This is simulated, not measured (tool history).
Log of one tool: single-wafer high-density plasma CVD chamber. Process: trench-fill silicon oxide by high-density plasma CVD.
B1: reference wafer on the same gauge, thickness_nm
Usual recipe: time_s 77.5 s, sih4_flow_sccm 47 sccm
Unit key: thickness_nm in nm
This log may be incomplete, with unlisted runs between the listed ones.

run 1 day=0.000 | time_s=71.1 sih4_flow_sccm=52 | B1=485.824 | thickness_nm=418.149
run 2 day=1.825 | time_s=71.1 sih4_flow_sccm=52 | B1=486.255 | thickness_nm=418.742
run 3 day=3.779 | time_s=77.5 sih4_flow_sccm=47 | B1=486.522 | thickness_nm=407.310
-- day=4.071 gauge calibrated
run 4 day=6.558 | time_s=71.5 sih4_flow_sccm=53 | B1=473.420 | thickness_nm=418.925
run 5 day=8.208 | time_s=77.5 sih4_flow_sccm=47 | B1=474.352 | thickness_nm=401.161
run 6 day=10.988 | time_s=77.5 sih4_flow_sccm=47 | B1=476.786 | thickness_nm=403.926
run 7 day=12.479 | time_s=77.5 sih4_flow_sccm=47 | B1=476.256 | thickness_nm=400.532
run 8 day=19.308 | time_s=77.5 sih4_flow_sccm=47 | B1=482.222 | thickness_nm=408.380
run 9 day=21.454 | time_s=88.5 sih4_flow_sccm=49 | B1=482.976 | thickness_nm=485.549
run 10 day=25.796 | time_s=77.5 sih4_flow_sccm=47 | B1=484.028 | thickness_nm=407.408
run 11 day=27.658 | time_s=77.5 sih4_flow_sccm=47 | B1=484.817 | thickness_nm=412.940
run 12 day=30.075 | time_s=77.5 sih4_flow_sccm=47 | B1=485.112 | thickness_nm=415.245
run 13 day=32.879 | time_s=69.0 sih4_flow_sccm=47 | B1=486.043 | thickness_nm=364.588
run 14 day=34.938 | time_s=69.0 sih4_flow_sccm=47 | B1=486.814 | thickness_nm=360.789
run 15 day=36.788 | time_s=69.0 sih4_flow_sccm=47 | B1=486.542 | thickness_nm=365.203
run 16 day=39.238 | time_s=82.2 sih4_flow_sccm=41 | B1=487.066 | thickness_nm=383.429
-- day=40.667 silane flow controller replaced
run 17 day=41.175 | time_s=82.2 sih4_flow_sccm=41 | B1=486.863 | thickness_nm=378.167
run 18 day=42.883 | time_s=77.5 sih4_flow_sccm=50 | B1=489.150 | thickness_nm=434.397
run 19 day=45.392 | time_s=77.5 sih4_flow_sccm=50 | B1=488.244 | thickness_nm=436.588
run 20 day=46.525 | time_s=77.5 sih4_flow_sccm=50 | B1=487.535 | thickness_nm=440.358
run 21 day=48.796 | time_s=77.5 sih4_flow_sccm=47 | B1=488.174 | thickness_nm=413.205
run 22 day=50.900 | time_s=92.3 sih4_flow_sccm=54 | B1=489.785 | thickness_nm=560.656
run 23 day=52.129 | time_s=67.9 sih4_flow_sccm=50 | B1=490.248 | thickness_nm=382.305
run 24 day=53.346 | time_s=62.8 sih4_flow_sccm=55 | B1=489.951 | thickness_nm=395.762
run 25 day=54.383 | time_s=84.7 sih4_flow_sccm=54 | B1=490.007 | thickness_nm=520.591
run 26 day=56.892 | time_s=71.8 sih4_flow_sccm=47 | B1=489.553 | thickness_nm=381.353
run 27 day=58.704 | time_s=77.5 sih4_flow_sccm=52 | B1=488.892 | thickness_nm=460.102
-- day=59.725 gauge calibrated
run 28 day=60.325 | time_s=69.0 sih4_flow_sccm=47 | B1=465.165 | thickness_nm=345.489
run 29 day=62.483 | time_s=63.2 sih4_flow_sccm=47 | B1=467.126 | thickness_nm=321.441
run 30 day=65.046 | time_s=91.6 sih4_flow_sccm=38 | B1=469.427 | thickness_nm=377.547
run 31 day=67.562 | time_s=77.5 sih4_flow_sccm=53 | B1=469.759 | thickness_nm=445.094
run 32 day=69.642 | time_s=77.5 sih4_flow_sccm=47 | B1=472.150 | thickness_nm=393.557
run 33 day=71.542 | time_s=70.2 sih4_flow_sccm=47 | B1=474.443 | thickness_nm=363.102
run 34 day=73.925 | time_s=69.1 sih4_flow_sccm=52 | B1=474.469 | thickness_nm=394.692
run 35 day=76.154 | time_s=77.5 sih4_flow_sccm=47 | B1=475.699 | thickness_nm=405.594
run 36 day=78.079 | time_s=77.5 sih4_flow_sccm=56 | B1=476.474 | thickness_nm=481.853
run 37 day=80.267 | time_s=77.5 sih4_flow_sccm=47 | B1=478.118 | thickness_nm=406.899
run 38 day=82.342 | time_s=62.8 sih4_flow_sccm=55 | B1=478.394 | thickness_nm=384.997
run 39 day=83.558 | time_s=77.5 sih4_flow_sccm=47 | B1=477.776 | thickness_nm=402.018
run 40 day=85.138 | time_s=77.5 sih4_flow_sccm=47 | B1=479.054 | thickness_nm=405.978
run 41 day=86.975 | time_s=62.8 sih4_flow_sccm=55 | B1=480.548 | thickness_nm=382.851

Branching from run 41: 4 alternative next runs. What would each branch give?
run A day=86.992 | time_s=77.5 sih4_flow_sccm=43 | B1=? | thickness_nm=?
run B day=86.992 | time_s=77.5 sih4_flow_sccm=42 | B1=? | thickness_nm=?
run C day=86.992 | time_s=77.5 sih4_flow_sccm=41 | B1=? | thickness_nm=?
run D day=86.992 | time_s=84.2 sih4_flow_sccm=54 | B1=? | thickness_nm=?

run=A B1=479.487 thickness_nm=368.401
run=B B1=479.487 thickness_nm=359.833
run=C B1=479.487 thickness_nm=351.266
run=D B1=479.487 thickness_nm=502.639
With no hidden state in the tool, these same runs would have given:
run=A thickness_nm=358.784
run=B thickness_nm=350.441
run=C thickness_nm=342.097
run=D thickness_nm=489.519

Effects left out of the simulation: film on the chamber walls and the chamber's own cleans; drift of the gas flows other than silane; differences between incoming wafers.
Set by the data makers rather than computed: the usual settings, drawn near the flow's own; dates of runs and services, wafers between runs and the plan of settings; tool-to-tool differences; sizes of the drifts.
